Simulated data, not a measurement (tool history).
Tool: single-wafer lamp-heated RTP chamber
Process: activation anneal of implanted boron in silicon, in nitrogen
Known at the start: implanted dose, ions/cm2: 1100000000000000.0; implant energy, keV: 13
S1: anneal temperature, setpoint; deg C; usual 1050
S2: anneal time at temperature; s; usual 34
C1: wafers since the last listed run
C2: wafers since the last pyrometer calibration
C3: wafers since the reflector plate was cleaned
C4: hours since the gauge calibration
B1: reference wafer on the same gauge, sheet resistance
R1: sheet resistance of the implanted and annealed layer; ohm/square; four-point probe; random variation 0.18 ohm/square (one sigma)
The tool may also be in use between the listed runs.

run,hour,S1,S2,C1,C2,C3,C4,B1,R1
1,0.0,1050,34,0,893,6113,519.6,94.93,113.14
2,24.3,1050,34,195,1089,6308,543.9,94.99,113.27
3,126.9,1050,34,824,1914,7133,646.5,95.02,113.24
4,141.1,1033,34,114,2028,7247,660.7,95.00,114.60
5,162.5,1033,34,172,2200,7419,682.1,95.01,114.67
6,186.8,1050,28,195,2395,7614,706.4,95.00,113.39
7,212.2,1050,28,204,2599,7819,731.8,94.99,113.56
8,257.8,1050,28,366,2966,8185,777.4,94.99,113.24
9,284.2,1050,34,212,3178,8397,803.8,94.96,112.53
10,313.1,1050,34,232,3410,8630,832.7,95.02,112.61
11,345.1,1050,34,257,3667,8887,864.7,95.03,112.83
# hour 392.3: gauge calibrated
# hour 425.7: pyrometer window cleaned and pyrometer calibrated
12,426.2,1050,34,587,3,9474,33.9,95.01,113.39
13,441.9,1050,34,126,129,9601,49.6,95.03,113.53
14,460.4,1050,34,148,278,9749,68.1,94.99,113.59
15,496.3,1050,34,288,567,10038,104.0,95.00,113.02
# hour 506.5: reflector plate cleaned
16,524.9,1050,34,165,732,147,132.6,94.99,113.03
17,545.1,1050,46,162,895,309,152.8,94.97,112.04
18,558.3,1050,34,106,1001,416,166.0,95.00,113.39
19,581.9,1030,15,189,1190,605,189.6,95.05,117.82
20,611.7,1078,26,239,1430,845,219.4,94.98,112.59
21,642.4,1050,28,246,1677,1092,250.1,95.03,113.52
22,676.0,1076,34,270,1947,1362,283.7,94.98,111.80
23,693.1,1078,17,137,2084,1499,300.8,94.94,113.21
24,728.9,1050,29,287,2372,1787,336.6,95.00,113.25
25,762.8,1029,24,272,2644,2059,370.5,94.98,116.15
26,805.5,1050,34,343,2988,2403,413.2,95.01,112.52
27,823.4,1050,34,143,3132,2546,431.1,94.99,112.65
28,836.3,1050,29,103,3235,2650,444.0,94.99,113.14
29,860.7,1050,53,196,3431,2846,468.4,95.00,111.30
30,893.9,1050,42,266,3698,3113,501.6,94.96,111.88
31,924.2,1065,44,243,3942,3357,531.9,95.07,111.22

Measured less the same run without the tool's hidden state. The same run-to-run variation is in both; the gauge's scatter may not be:
The hidden state here: true wafer temperature minus pyrometer reading, K; wafer temperature error from the tarnished reflector plate, K; gauge reads high (%).
run,R1
1,-0.29
2,-0.34
3,-0.53
4,-1.03
5,-1.10
6,-0.64
7,-0.69
8,-0.76
9,-0.77
10,-0.80
11,-0.85
12,-0.05
13,-0.09
14,-0.13
15,-0.21
16,-0.27
17,-0.29
18,-0.34
19,-0.68
20,-0.16
21,-0.51
22,-0.19
23,-0.29
24,-0.66
25,-1.42
26,-0.75
27,-0.78
28,-0.82
29,-0.77
30,-0.84
31,-0.43

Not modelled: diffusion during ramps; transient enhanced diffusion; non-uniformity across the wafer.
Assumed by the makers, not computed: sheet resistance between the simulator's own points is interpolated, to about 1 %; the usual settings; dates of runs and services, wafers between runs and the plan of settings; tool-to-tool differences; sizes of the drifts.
